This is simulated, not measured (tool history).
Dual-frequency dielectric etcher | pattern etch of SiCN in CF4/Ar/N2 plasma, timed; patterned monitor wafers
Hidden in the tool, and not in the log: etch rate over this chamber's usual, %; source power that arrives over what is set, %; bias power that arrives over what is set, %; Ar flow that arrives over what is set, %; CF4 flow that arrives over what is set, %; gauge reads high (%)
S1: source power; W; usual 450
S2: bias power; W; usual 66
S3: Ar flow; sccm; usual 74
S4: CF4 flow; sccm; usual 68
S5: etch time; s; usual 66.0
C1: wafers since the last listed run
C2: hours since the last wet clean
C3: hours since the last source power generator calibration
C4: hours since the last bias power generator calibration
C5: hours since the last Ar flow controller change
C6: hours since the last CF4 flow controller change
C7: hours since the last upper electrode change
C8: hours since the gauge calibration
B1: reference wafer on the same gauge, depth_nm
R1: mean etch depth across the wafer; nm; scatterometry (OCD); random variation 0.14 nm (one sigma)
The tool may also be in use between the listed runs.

run,hour,S1,S2,S3,S4,S5,C1,C2,C3,C4,C5,C6,C7,C8,B1,R1
1,0.0,400,66,74,68,66.0,0,245.6,27.7,104.2,4686.9,309.4,81.0,138.6,66.4,54.8
2,32.0,450,66,74,68,66.0,221,277.6,59.7,136.2,4718.9,341.4,113.0,170.6,66.4,62.3
3,64.1,450,66,74,68,66.0,221,309.7,91.8,168.3,4751.0,373.5,145.1,202.7,66.4,61.9
4,96.4,480,66,64,84,73.0,223,342.0,124.1,200.6,4783.3,405.8,177.4,235.0,66.4,78.6
5,111.9,450,51,74,68,66.0,107,357.5,139.6,216.1,4798.8,421.3,192.9,250.5,66.4,57.3
6,138.4,550,66,74,68,47.5,183,384.0,166.1,242.6,4825.3,447.8,219.4,277.0,66.4,55.1
7,159.7,390,66,88,68,66.0,147,405.3,187.4,263.9,4846.6,469.1,240.7,298.3,66.3,51.3
8,176.7,450,59,62,68,46.0,117,422.3,204.4,280.9,4863.6,486.1,257.7,315.3,66.4,43.6
# hour 194.9: Ar flow controller replaced
9,195.4,450,81,74,59,84.5,87,441.0,223.1,299.6,0.5,504.8,276.4,334.0,66.4,83.1
10,216.6,450,56,74,68,66.0,146,462.2,244.3,320.8,21.7,526.0,297.6,355.2,66.4,59.2
11,240.7,450,66,85,84,66.0,166,486.3,268.4,344.9,45.8,550.1,321.7,379.3,66.4,63.0
12,264.5,450,66,66,68,49.5,164,510.1,292.2,368.7,69.6,573.9,345.5,403.1,66.4,47.8
# hour 300.4: wet clean of the chamber
13,300.9,450,66,74,60,66.0,85,0.5,328.6,405.1,106.0,610.3,381.9,439.5,66.4,60.1
14,308.4,450,54,79,68,60.0,51,8.0,336.1,412.6,113.5,617.8,389.4,447.0,66.4,51.8
15,339.8,450,66,74,68,66.0,216,39.4,367.5,444.0,144.9,649.2,420.8,478.4,66.4,61.5
16,362.7,360,78,79,52,66.0,158,62.3,390.4,466.9,167.8,672.1,443.7,501.3,66.4,48.0
17,383.4,450,73,86,60,66.0,142,83.0,411.1,487.6,188.5,692.8,464.4,522.0,66.5,60.0
18,408.1,560,60,74,60,66.0,170,107.7,435.8,512.3,213.2,717.5,489.1,546.7,66.4,73.5
19,435.4,400,51,92,81,66.0,188,135.0,463.1,539.6,240.5,744.8,516.4,574.0,66.4,49.6
20,459.7,450,66,74,68,66.0,167,159.3,487.4,563.9,264.8,769.1,540.7,598.3,66.4,62.2
21,485.1,450,66,74,68,66.0,175,184.7,512.8,589.3,290.2,794.5,566.1,623.7,66.4,62.0

How the hidden state differs across the entries between the runs, from the last listed run before each to the first after it:
Between runs 8 and 9: Ar flow controller replaced (hour 194.9)
  etch rate over this chamber's usual, %: 0.644 -> 0.678; source power that arrives over what is set, %: -0.261 -> -0.26
Between runs 12 and 13: wet clean of the chamber (hour 300.4)
  etch rate over this chamber's usual, %: 0.807 -> -0.103; source power that arrives over what is set, %: -0.252 -> -0.248

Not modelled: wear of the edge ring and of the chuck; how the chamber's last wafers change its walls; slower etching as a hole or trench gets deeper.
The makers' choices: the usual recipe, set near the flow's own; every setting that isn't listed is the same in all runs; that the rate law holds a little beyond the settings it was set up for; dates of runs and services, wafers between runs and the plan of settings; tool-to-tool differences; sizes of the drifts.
